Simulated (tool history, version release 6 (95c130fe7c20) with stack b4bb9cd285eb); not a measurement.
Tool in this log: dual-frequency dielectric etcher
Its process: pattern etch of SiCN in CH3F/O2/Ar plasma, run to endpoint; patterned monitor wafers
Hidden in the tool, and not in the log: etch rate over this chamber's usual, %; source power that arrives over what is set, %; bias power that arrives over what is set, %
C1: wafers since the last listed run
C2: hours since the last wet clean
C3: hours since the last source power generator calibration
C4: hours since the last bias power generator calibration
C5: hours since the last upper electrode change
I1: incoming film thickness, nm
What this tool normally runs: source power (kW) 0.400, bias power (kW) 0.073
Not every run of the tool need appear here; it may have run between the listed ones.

{"run": 1, "hour": 0.0, "source power (kW)": 0.42, "bias power (kW)": 0.073, "C1": 0, "C2": 605.6, "C3": 148.6, "C4": 3504.7, "C5": 1648.2, "I1": 9.64, "endpoint time (s)": 24.2}
{"hour": 73.1, "done": "wet clean of the chamber"}
{"run": 2, "hour": 74.4, "source power (kW)": 0.42, "bias power (kW)": 0.073, "C1": 619, "C2": 1.3, "C3": 223.0, "C4": 3579.1, "C5": 1722.6, "I1": 9.66, "endpoint time (s)": 25.1}
{"run": 3, "hour": 178.6, "source power (kW)": 0.4, "bias power (kW)": 0.073, "C1": 1280, "C2": 105.5, "C3": 327.2, "C4": 3683.3, "C5": 1826.8, "I1": 9.56, "endpoint time (s)": 25.2}
{"run": 4, "hour": 265.6, "source power (kW)": 0.4, "bias power (kW)": 0.073, "C1": 1069, "C2": 192.5, "C3": 414.2, "C4": 3770.3, "C5": 1913.8, "I1": 9.61, "endpoint time (s)": 25.4}
{"run": 5, "hour": 348.9, "source power (kW)": 0.4, "bias power (kW)": 0.073, "C1": 1024, "C2": 275.8, "C3": 497.5, "C4": 3853.6, "C5": 1997.1, "I1": 9.65, "endpoint time (s)": 25.3}
{"run": 6, "hour": 430.9, "source power (kW)": 0.4, "bias power (kW)": 0.073, "C1": 1008, "C2": 357.8, "C3": 579.5, "C4": 3935.6, "C5": 2079.1, "I1": 9.56, "endpoint time (s)": 25.0}
{"run": 7, "hour": 483.1, "source power (kW)": 0.4, "bias power (kW)": 0.073, "C1": 641, "C2": 410.0, "C3": 631.7, "C4": 3987.8, "C5": 2131.3, "I1": 9.52, "endpoint time (s)": 24.7}
{"run": 8, "hour": 560.3, "source power (kW)": 0.47, "bias power (kW)": 0.062, "C1": 949, "C2": 487.2, "C3": 708.9, "C4": 4065.0, "C5": 2208.5, "I1": 9.57, "endpoint time (s)": 24.5}
{"hour": 596.4, "done": "wet clean of the chamber"}
{"run": 9, "hour": 666.4, "source power (kW)": 0.37, "bias power (kW)": 0.077, "C1": 1009, "C2": 70.0, "C3": 815.0, "C4": 4171.1, "C5": 2314.6, "I1": 9.63, "endpoint time (s)": 25.5}
{"run": 10, "hour": 750.5, "source power (kW)": 0.4, "bias power (kW)": 0.073, "C1": 1033, "C2": 154.1, "C3": 899.1, "C4": 4255.2, "C5": 2398.7, "I1": 9.59, "endpoint time (s)": 25.3}
{"run": 11, "hour": 831.7, "source power (kW)": 0.4, "bias power (kW)": 0.073, "C1": 998, "C2": 235.3, "C3": 980.3, "C4": 4336.4, "C5": 2479.9, "I1": 9.6, "endpoint time (s)": 25.1}
{"run": 12, "hour": 932.7, "source power (kW)": 0.35, "bias power (kW)": 0.073, "C1": 1241, "C2": 336.3, "C3": 1081.3, "C4": 4437.4, "C5": 2580.9, "I1": 9.58, "endpoint time (s)": 25.6}
{"run": 13, "hour": 1085.8, "source power (kW)": 0.35, "bias power (kW)": 0.073, "C1": 1882, "C2": 489.4, "C3": 1234.4, "C4": 4590.5, "C5": 2734.0, "I1": 9.63, "endpoint time (s)": 25.9}
{"run": 14, "hour": 1140.4, "source power (kW)": 0.35, "bias power (kW)": 0.073, "C1": 671, "C2": 544.0, "C3": 1289.0, "C4": 4645.1, "C5": 2788.6, "I1": 9.61, "endpoint time (s)": 25.9}
{"hour": 1256.8, "done": "wet clean of the chamber"}
{"run": 15, "hour": 1257.3, "source power (kW)": 0.4, "bias power (kW)": 0.073, "C1": 1142, "C2": 0.5, "C3": 1405.9, "C4": 4762.0, "C5": 2905.5, "I1": 9.61, "endpoint time (s)": 25.8}
{"run": 16, "hour": 1313.7, "source power (kW)": 0.4, "bias power (kW)": 0.065, "C1": 693, "C2": 56.9, "C3": 1462.3, "C4": 4818.4, "C5": 2961.9, "I1": 9.5, "endpoint time (s)": 26.2}
{"run": 17, "hour": 1401.0, "source power (kW)": 0.44, "bias power (kW)": 0.058, "C1": 1073, "C2": 144.2, "C3": 1549.6, "C4": 4905.7, "C5": 3049.2, "I1": 9.66, "endpoint time (s)": 26.4}
{"hour": 1476.6, "done": "upper electrode replaced"}
{"run": 18, "hour": 1486.6, "source power (kW)": 0.4, "bias power (kW)": 0.073, "C1": 757, "C2": 229.8, "C3": 1635.2, "C4": 4991.3, "C5": 10.0, "I1": 9.59, "endpoint time (s)": 25.2}
{"hour": 1550.6, "done": "bias power generator calibrated"}
{"run": 19, "hour": 1586.8, "source power (kW)": 0.3, "bias power (kW)": 0.082, "C1": 1182, "C2": 330.0, "C3": 1735.4, "C4": 36.2, "C5": 110.2, "I1": 9.69, "endpoint time (s)": 26.3}
{"run": 20, "hour": 1630.0, "source power (kW)": 0.31, "bias power (kW)": 0.061, "C1": 531, "C2": 373.2, "C3": 1778.6, "C4": 79.4, "C5": 153.4, "I1": 9.67, "endpoint time (s)": 28.9}
{"run": 21, "hour": 1681.7, "source power (kW)": 0.4, "bias power (kW)": 0.073, "C1": 635, "C2": 424.9, "C3": 1830.3, "C4": 131.1, "C5": 205.1, "I1": 9.56, "endpoint time (s)": 24.7}
{"run": 22, "hour": 1734.5, "source power (kW)": 0.45, "bias power (kW)": 0.073, "C1": 649, "C2": 477.7, "C3": 1883.1, "C4": 183.9, "C5": 257.9, "I1": 9.56, "endpoint time (s)": 23.7}
{"run": 23, "hour": 1795.3, "source power (kW)": 0.4, "bias power (kW)": 0.073, "C1": 747, "C2": 538.5, "C3": 1943.9, "C4": 244.7, "C5": 318.7, "I1": 9.64, "endpoint time (s)": 24.7}
{"run": 24, "hour": 1866.6, "source power (kW)": 0.32, "bias power (kW)": 0.056, "C1": 876, "C2": 609.8, "C3": 2015.2, "C4": 316.0, "C5": 390.0, "I1": 9.57, "endpoint time (s)": 28.5}
{"hour": 1906.1, "done": "wet clean of the chamber"}
{"run": 25, "hour": 1929.5, "source power (kW)": 0.35, "bias power (kW)": 0.073, "C1": 478, "C2": 23.4, "C3": 2078.1, "C4": 378.9, "C5": 452.9, "I1": 9.6, "endpoint time (s)": 26.5}
{"run": 26, "hour": 2001.5, "source power (kW)": 0.42, "bias power (kW)": 0.073, "C1": 885, "C2": 95.4, "C3": 2150.1, "C4": 450.9, "C5": 524.9, "I1": 9.56, "endpoint time (s)": 24.7}
{"hour": 2044.8, "done": "source power generator calibrated"}
{"run": 27, "hour": 2045.3, "source power (kW)": 0.4, "bias power (kW)": 0.068, "C1": 489, "C2": 139.2, "C3": 0.5, "C4": 494.7, "C5": 568.7, "I1": 9.77, "endpoint time (s)": 26.3}
{"run": 28, "hour": 2114.7, "source power (kW)": 0.4, "bias power (kW)": 0.073, "C1": 853, "C2": 208.6, "C3": 69.9, "C4": 564.1, "C5": 638.1, "I1": 9.6, "endpoint time (s)": 25.0}
{"run": 29, "hour": 2175.6, "source power (kW)": 0.36, "bias power (kW)": 0.073, "C1": 748, "C2": 269.5, "C3": 130.8, "C4": 625.0, "C5": 699.0, "I1": 9.64, "endpoint time (s)": 26.0}
{"run": 30, "hour": 2282.5, "source power (kW)": 0.4, "bias power (kW)": 0.073, "C1": 1314, "C2": 376.4, "C3": 237.7, "C4": 731.9, "C5": 805.9, "I1": 9.58, "endpoint time (s)": 25.0}
{"run": 31, "hour": 2332.8, "source power (kW)": 0.4, "bias power (kW)": 0.087, "C1": 618, "C2": 426.7, "C3": 288.0, "C4": 782.2, "C5": 856.2, "I1": 9.62, "endpoint time (s)": 23.1}
{"run": 32, "hour": 2389.2, "source power (kW)": 0.44, "bias power (kW)": 0.073, "C1": 693, "C2": 483.1, "C3": 344.4, "C4": 838.6, "C5": 912.6, "I1": 9.66, "endpoint time (s)": 24.1}
{"run": 33, "hour": 2435.5, "source power (kW)": 0.4, "bias power (kW)": 0.073, "C1": 569, "C2": 529.4, "C3": 390.7, "C4": 884.9, "C5": 958.9, "I1": 9.71, "endpoint time (s)": 24.9}
{"run": 34, "hour": 2538.8, "source power (kW)": 0.45, "bias power (kW)": 0.066, "C1": 1269, "C2": 632.7, "C3": 494.0, "C4": 988.2, "C5": 1062.2, "I1": 9.55, "endpoint time (s)": 24.3}
{"hour": 2586.5, "done": "wet clean of the chamber"}
{"run": 35, "hour": 2612.6, "source power (kW)": 0.43, "bias power (kW)": 0.083, "C1": 612, "C2": 26.1, "C3": 567.8, "C4": 1062.0, "C5": 1136.0, "I1": 9.59, "endpoint time (s)": 24.2}
{"run": 36, "hour": 2681.3, "source power (kW)": 0.44, "bias power (kW)": 0.056, "C1": 844, "C2": 94.8, "C3": 636.5, "C4": 1130.7, "C5": 1204.7, "I1": 9.65, "endpoint time (s)": 26.8}

Below are 3 alternative next runs, each starting from the tool's condition after run 36. Predict each:
{"run": "A", "hour": 2681.7, "source power (kW)": 0.4, "bias power (kW)": 0.078, "C1": 4, "C2": 95.2, "C3": 636.9, "C4": 1131.1, "C5": 1205.1, "I1": 9.52, "endpoint time (s)": "?"}
{"run": "B", "hour": 2681.7, "source power (kW)": 0.45, "bias power (kW)": 0.089, "C1": 4, "C2": 95.2, "C3": 636.9, "C4": 1131.1, "C5": 1205.1, "I1": 9.52, "endpoint time (s)": "?"}
{"run": "C", "hour": 2681.7, "source power (kW)": 0.33, "bias power (kW)": 0.056, "C1": 4, "C2": 95.2, "C3": 636.9, "C4": 1131.1, "C5": 1205.1, "I1": 9.52, "endpoint time (s)": "?"}

run=A endpoint_time_(s)=24.5
run=B endpoint_time_(s)=22.6
run=C endpoint_time_(s)=28.9
With the hidden condition removed and each run's random variation left untouched, the same runs would have given:
run=A endpoint_time_(s)=24.6
run=B endpoint_time_(s)=22.7
run=C endpoint_time_(s)=29.0
